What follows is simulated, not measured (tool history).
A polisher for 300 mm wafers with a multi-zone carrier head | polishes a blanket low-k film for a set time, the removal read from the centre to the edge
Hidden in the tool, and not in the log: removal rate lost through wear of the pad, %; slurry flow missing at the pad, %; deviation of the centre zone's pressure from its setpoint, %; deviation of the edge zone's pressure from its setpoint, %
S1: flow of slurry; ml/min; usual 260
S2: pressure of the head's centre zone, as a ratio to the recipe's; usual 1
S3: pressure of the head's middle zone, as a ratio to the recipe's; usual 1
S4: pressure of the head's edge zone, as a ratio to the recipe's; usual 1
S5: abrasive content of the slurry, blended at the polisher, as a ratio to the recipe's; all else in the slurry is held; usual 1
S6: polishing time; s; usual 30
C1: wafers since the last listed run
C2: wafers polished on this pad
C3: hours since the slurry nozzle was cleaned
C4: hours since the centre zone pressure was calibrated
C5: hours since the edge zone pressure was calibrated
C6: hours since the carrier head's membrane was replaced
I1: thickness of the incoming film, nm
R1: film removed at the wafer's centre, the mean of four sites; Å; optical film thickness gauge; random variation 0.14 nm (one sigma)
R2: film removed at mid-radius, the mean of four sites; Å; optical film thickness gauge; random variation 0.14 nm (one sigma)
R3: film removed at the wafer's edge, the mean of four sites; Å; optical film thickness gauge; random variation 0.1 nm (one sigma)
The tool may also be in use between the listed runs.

run	hour	S1	S2	S3	S4	S5	S6	C1	C2	C3	C4	C5	C6	I1	R1	R2	R3
1	0	260	1	1	1	1	30	0	1319	559.6	347.8	359	27	685.3	140	146	154
2	34	260	1	1	1	1	30	442	1762	593.6	381.8	393	61	679.5	139	145	154
# hour 53: edge zone pressure recalibrated
3	59.4	260	1	1	1.06	1	30	304	2067	619	407.2	6.4	86.4	701.4	140	143	157
# hour 87.4: centre zone pressure recalibrated
4	87.9	260	1	1	1	1	30	345	2412	647.5	0.5	34.9	114.9	691.6	147	145	153
# hour 105.8: worn pad replaced by a new one
5	106.3	260	1	1	1	1	30	187	6	665.9	18.9	53.3	133.3	685.9	145	145	153
6	138.9	260	1	1	1	1	30	424	430	698.5	51.5	85.9	165.9	683.4	145	144	153
7	156.4	260	1.04	0.96	0.88	1	20	227	658	716	69	103.4	183.4	699.5	99	92	95
8	178.8	260	1.04	1.09	1.04	1	30	291	950	738.4	91.4	125.8	205.8	681.7	150	157	155
9	195.2	260	1	1	1.12	1	36	213	1164	754.8	107.8	142.2	222.2	696	174	173	193
10	229.6	260	1	1.1	1.12	1	30	448	1612	789.2	142.2	176.6	256.6	682.8	140	155	158
# hour 245.7: slurry nozzle cleaned
11	261.1	260	1	1	1	1	30	397	2009	15.4	173.7	208.1	288.1	698.5	147	153	160
12	279.7	260	1	1	1	1	34	242	2252	34	192.3	226.7	306.7	685.2	170	170	179
# hour 287.7: worn pad replaced by a new one
13	307.6	260	0.94	1	0.94	1	30	311	259	61.9	220.2	254.6	334.6	678.2	140	154	154
14	336.3	260	1	1	0.89	1	35	373	633	90.6	248.9	283.3	363.3	684.7	173	175	176
15	367	340	1	1	1.09	1	24	399	1033	121.3	279.6	314	394	685.3	122	124	136
16	396.5	260	1	1	1	1	30	384	1417	150.8	309.1	343.5	423.5	693.4	147	152	158
# hour 410.7: edge zone pressure recalibrated
17	411.2	260	1	1	0.89	1	26	165	1582	165.5	323.8	0.5	438.2	686	126	131	128
18	436.4	260	1	1	1	1	30	328	1911	190.7	349	25.7	463.4	693.5	144	151	157
19	460.6	260	1.07	1	0.92	1	30	315	2226	214.9	373.2	49.9	487.6	687.2	154	151	152
# hour 478.6: worn pad replaced by a new one
20	495.2	170	1	1	1	1	30	398	216	249.5	407.8	84.5	522.2	692.4	136	141	152
21	517.9	260	0.97	1	1.04	1	30	295	512	272.2	430.5	107.2	544.9	685.6	140	151	161
22	535.7	200	1	1.04	1	0.85	35	231	744	290	448.3	125	562.7	681.6	144	159	162

4 ways to go on from here, each from the tool as it stands after run 22. What would each give?
A	536.1	260	1	1	1	1	30	5	749	290.4	448.7	125.4	563.1	698.1	?	?	?
B	536.1	260	1.04	0.97	1	1.15	23	5	749	290.4	448.7	125.4	563.1	698.1	?	?	?
C	536.1	260	1	1	1	1.25	30	5	749	290.4	448.7	125.4	563.1	698.1	?	?	?
D	536.1	260	1	0.95	1	1.25	30	5	749	290.4	448.7	125.4	563.1	698.1	?	?	?

run	R1	R2	R3
A	141	154	156
B	121	124	129
C	159	173	176
D	159	166	176
Without the tool's hidden state the same runs would have given:
run	R1	R2	R3
A	154	156	158
B	133	126	131
C	174	176	178
D	174	168	178
